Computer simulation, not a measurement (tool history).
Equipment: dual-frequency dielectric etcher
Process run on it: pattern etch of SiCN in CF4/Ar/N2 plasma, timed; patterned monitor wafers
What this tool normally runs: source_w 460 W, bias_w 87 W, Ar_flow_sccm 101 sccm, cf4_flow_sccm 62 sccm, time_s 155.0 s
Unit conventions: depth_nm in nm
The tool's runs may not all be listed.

run,hour,source_w,bias_w,Ar_flow_sccm,cf4_flow_sccm,time_s,"read-back reference wafer on the same gauge, depth_nm",depth_nm
1,0.0,460,82,101,62,155.0,142.0,135.9
2,104.5,460,82,101,62,155.0,142.1,138.8
3,208.7,460,87,101,62,155.0,142.0,140.3
4,260.9,460,87,101,62,155.0,142.0,139.7
5,326.2,460,87,101,62,155.0,142.1,139.2
6,411.2,460,87,101,62,155.0,141.9,138.2
7,507.3,460,87,101,62,155.0,142.0,134.8
8,565.2,460,87,101,62,155.0,142.0,134.3
9,810.7,460,87,101,62,155.0,142.1,140.1
10,878.1,430,87,101,62,141.0,142.0,121.5
11,932.4,460,101,125,62,155.0,142.2,139.4
12,976.9,540,87,101,62,121.0,142.0,120.5
13,1045.3,460,78,84,62,155.0,141.9,143.2
14,1152.2,510,87,101,47,155.0,141.9,146.0
15,1196.7,460,87,101,62,155.0,142.1,140.3
16,1236.9,460,87,101,62,155.0,142.0,139.4
17,1292.5,460,67,80,62,111.0,142.0,97.5
18,1368.6,460,87,101,68,155.0,141.9,139.7

Not shown here: 10 entries made in the log between runs. Locate each between two listed runs and compare the hidden state at the listed run before it with the hidden state at the listed run after it:
After run 1, before run 2: wet clean of the chamber (hour 99.2)
  etch rate over this chamber's usual, %: -2.29 -> -0.0764
  measured minus no-state result, depth_nm: -3.1 -> -0.1 nm
After run 6, before run 7: wet clean of the chamber (hour 454.4)
  etch rate over this chamber's usual, %: -2.37 -> -4.81
  measured minus no-state result, depth_nm: -3.3 -> -6.8 nm
After run 8, before run 9: wet clean of the chamber, repeated, since the last time left the tool worse (hour 633.2); gauge calibrated (hour 683.3); CF4 flow controller replaced (hour 807.6)
  etch rate over this chamber's usual, %: -5.24 -> -1.18
  measured minus no-state result, depth_nm: -7.4 -> -1.6 nm
After run 9, before run 10: upper electrode replaced (hour 865.9)
  etch rate over this chamber's usual, %: -1.18 -> -1.69
  measured minus no-state result, depth_nm: -1.6 -> -2.1 nm
After run 10, before run 11: bias power generator calibrated (hour 923.6); Ar flow controller replaced (hour 924.3)
  etch rate over this chamber's usual, %: -1.69 -> -2.09
  measured minus no-state result, depth_nm: -2.1 -> -2.9 nm
After run 12, before run 13: wet clean of the chamber (hour 1038.2)
  etch rate over this chamber's usual, %: -2.42 -> -0.0316
  measured minus no-state result, depth_nm: -3.0 -> -0.1 nm
After run 13, before run 14: source power generator calibrated (hour 1094.2)
  etch rate over this chamber's usual, %: -0.0316 -> -0.83
  measured minus no-state result, depth_nm: -0.1 -> -1.2 nm
